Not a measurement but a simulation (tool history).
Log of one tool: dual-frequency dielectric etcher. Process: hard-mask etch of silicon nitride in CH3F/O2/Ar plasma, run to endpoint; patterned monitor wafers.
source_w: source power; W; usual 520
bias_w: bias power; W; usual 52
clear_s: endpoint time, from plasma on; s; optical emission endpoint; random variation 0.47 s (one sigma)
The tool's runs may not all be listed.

| run | hour | source_w | bias_w | wafers since the last listed run | hours since the last wet clean | hours since the last source power generator calibration | hours since the last bias power generator calibration | hours since the last upper electrode change | incoming incoming film thickness, nm | clear_s |
|---|---|---|---|---|---|---|---|---|---|---|
| 1 | 0 | 600 | 52 | 0 | 183.2 | 3973.4 | 3200.9 | 3678.7 | 43.42 | 58 |
| 2 | 22.6 | 600 | 52 | 262 | 205.8 | 3996 | 3223.5 | 3701.3 | 43.38 | 57.8 |
| 3 | 43.8 | 600 | 52 | 246 | 227 | 4017.2 | 3244.7 | 3722.5 | 43.44 | 58 |
| 4 | 57.6 | 520 | 52 | 160 | 240.8 | 4031 | 3258.5 | 3736.3 | 43.38 | 59.7 |
| 5 | 139.1 | 520 | 52 | 946 | 322.3 | 4112.5 | 3340 | 3817.8 | 43.38 | 59.1 |
| 6 | 172 | 520 | 52 | 382 | 355.2 | 4145.4 | 3372.9 | 3850.7 | 43.5 | 59.6 |
| 7 | 197.4 | 520 | 52 | 295 | 380.6 | 4170.8 | 3398.3 | 3876.1 | 43.14 | 59.8 |
| 8 | 223.4 | 480 | 56 | 302 | 406.6 | 4196.8 | 3424.3 | 3902.1 | 43.12 | 58.5 |
|  | 258.5 | upper electrode replaced |
| 9 | 259 | 590 | 60 | 134 | 442.2 | 4232.4 | 3459.9 | 0.5 | 43.15 | 53.5 |
|  | 283.5 | source power generator calibrated |
| 10 | 284 | 600 | 61 | 243 | 467.2 | 0.5 | 3484.9 | 25.5 | 43.43 | 53.5 |
|  | 306.3 | bias power generator calibrated |
|  | 312.6 | wet clean of the chamber |
| 11 | 313.1 | 400 | 47 | 219 | 0.5 | 29.6 | 6.8 | 54.6 | 42.81 | 68.3 |
| 12 | 313.4 | 600 | 52 | 3 | 0.8 | 29.9 | 7.1 | 54.9 | 43.45 | 59.8 |
| 13 | 341.5 | 570 | 52 | 326 | 28.9 | 58 | 35.2 | 83 | 43 | 59.7 |
| 14 | 368.2 | 420 | 42 | 310 | 55.6 | 84.7 | 61.9 | 109.7 | 43.76 | 72 |
| 15 | 397.2 | 610 | 59 | 336 | 84.6 | 113.7 | 90.9 | 138.7 | 43.07 | 56.3 |

Forecast each of these 5 alternatives for the next run:
| A | 397.6 | 560 | 52 | 4 | 85 | 114.1 | 91.3 | 139.1 | 43.17 | ? |
| B | 397.6 | 440 | 52 | 4 | 85 | 114.1 | 91.3 | 139.1 | 43.17 | ? |
| C | 397.6 | 400 | 46 | 4 | 85 | 114.1 | 91.3 | 139.1 | 43.17 | ? |
| D | 397.6 | 480 | 64 | 4 | 85 | 114.1 | 91.3 | 139.1 | 43.17 | ? |
| E | 397.6 | 550 | 60 | 4 | 85 | 114.1 | 91.3 | 139.1 | 43.17 | ? |

| run | clear_s |
|---|---|
| A | 59 |
| B | 63.2 |
| C | 67.9 |
| D | 57 |
| E | 56.2 |
Without the tool's hidden state the same runs would have given:
| run | clear_s |
|---|---|
| A | 59.5 |
| B | 63.7 |
| C | 68.5 |
| D | 57.5 |
| E | 56.7 |

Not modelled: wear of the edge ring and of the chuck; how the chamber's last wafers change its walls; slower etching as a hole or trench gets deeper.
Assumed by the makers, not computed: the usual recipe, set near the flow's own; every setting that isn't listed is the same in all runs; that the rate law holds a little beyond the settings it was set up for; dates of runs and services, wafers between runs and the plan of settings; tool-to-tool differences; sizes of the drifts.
